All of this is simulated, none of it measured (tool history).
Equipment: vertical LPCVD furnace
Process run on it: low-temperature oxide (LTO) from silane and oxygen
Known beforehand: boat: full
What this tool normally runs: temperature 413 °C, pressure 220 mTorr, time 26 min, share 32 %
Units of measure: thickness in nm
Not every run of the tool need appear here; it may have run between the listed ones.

run,hour,temperature,pressure,time,share,wafers since the last listed run,hours since the last temperature calibration,hours since the pressure gauge was zeroed,hours since the silane flow controller was replaced,hours since the gauge calibration,"read-back reference wafer on the same gauge, thickness",thickness
1,0,422,220,30.5,32,0,1874.9,4025.6,5440,156.2,190.99,281.07
2,35.6,422,220,30.5,32,394,1910.5,4061.2,5475.6,191.8,191.17,280.71
3,57.8,422,220,30.5,32,246,1932.7,4083.4,5497.8,214,190.98,280.48
4,77.4,413,220,26,34,217,1952.3,4103,5517.4,233.6,190.9,235.38
5,102.1,413,220,26,32,274,1977,4127.7,5542.1,258.3,190.96,216.99
6,124.5,413,220,26,32,248,1999.4,4150.1,5564.5,280.7,191.02,216.66
7,146.1,413,220,26,32,239,2021,4171.7,5586.1,302.3,190.82,216.89
8,194,413,255,26,32,531,2068.9,4219.6,5634,350.2,190.92,252.07
9,226.7,413,220,26,32,362,2101.6,4252.3,5666.7,382.9,191,217.61
10,246.4,413,180,22,30,218,2121.3,4272,5686.4,402.6,191.04,137.08
11,270.5,413,220,26,32,267,2145.4,4296.1,5710.5,426.7,191.02,217.41
# hour 273.6: gauge calibrated
# hour 295.9: silane flow controller replaced
12,296.4,413,220,26,32,21,2171.3,4322,0.5,22.8,191.07,217.39
# hour 322.7: thermocouples replaced and temperature profile calibrated
# hour 324.5: pressure gauge zeroed
13,325,413,220,19.5,38,30,2.3,0.5,29.1,51.4,191.06,194.65
14,330.1,413,220,17,29,56,7.4,5.6,34.2,56.5,190.93,118.14
15,341.5,413,220,35.5,32,126,18.8,17,45.6,67.9,191.02,282.79
16,377,413,220,17,29,393,54.3,52.5,81.1,103.4,190.96,118.58
17,407.6,404,240,35.5,38,339,84.9,83.1,111.7,134,190.98,352.4
18,432.9,413,220,35,35,280,110.2,108.4,137,159.3,190.87,317.13

Below are 3 alternative next runs, each starting from the tool's condition after run 18. Predict each:
A,438.1,413,220,26,32,57,115.4,113.6,142.2,164.5,?,?
B,438.1,423,175,16.5,29,57,115.4,113.6,142.2,164.5,?,?
C,438.1,404,170,17.5,34,57,115.4,113.6,142.2,164.5,?,?

run,"read-back reference wafer on the same gauge, thickness",thickness
A,190.99,209.22
B,190.99,102.76
C,190.99,106.81
With no hidden state in the tool, these same runs would have given:
run,thickness
A,207.77
B,102.06
C,106.06
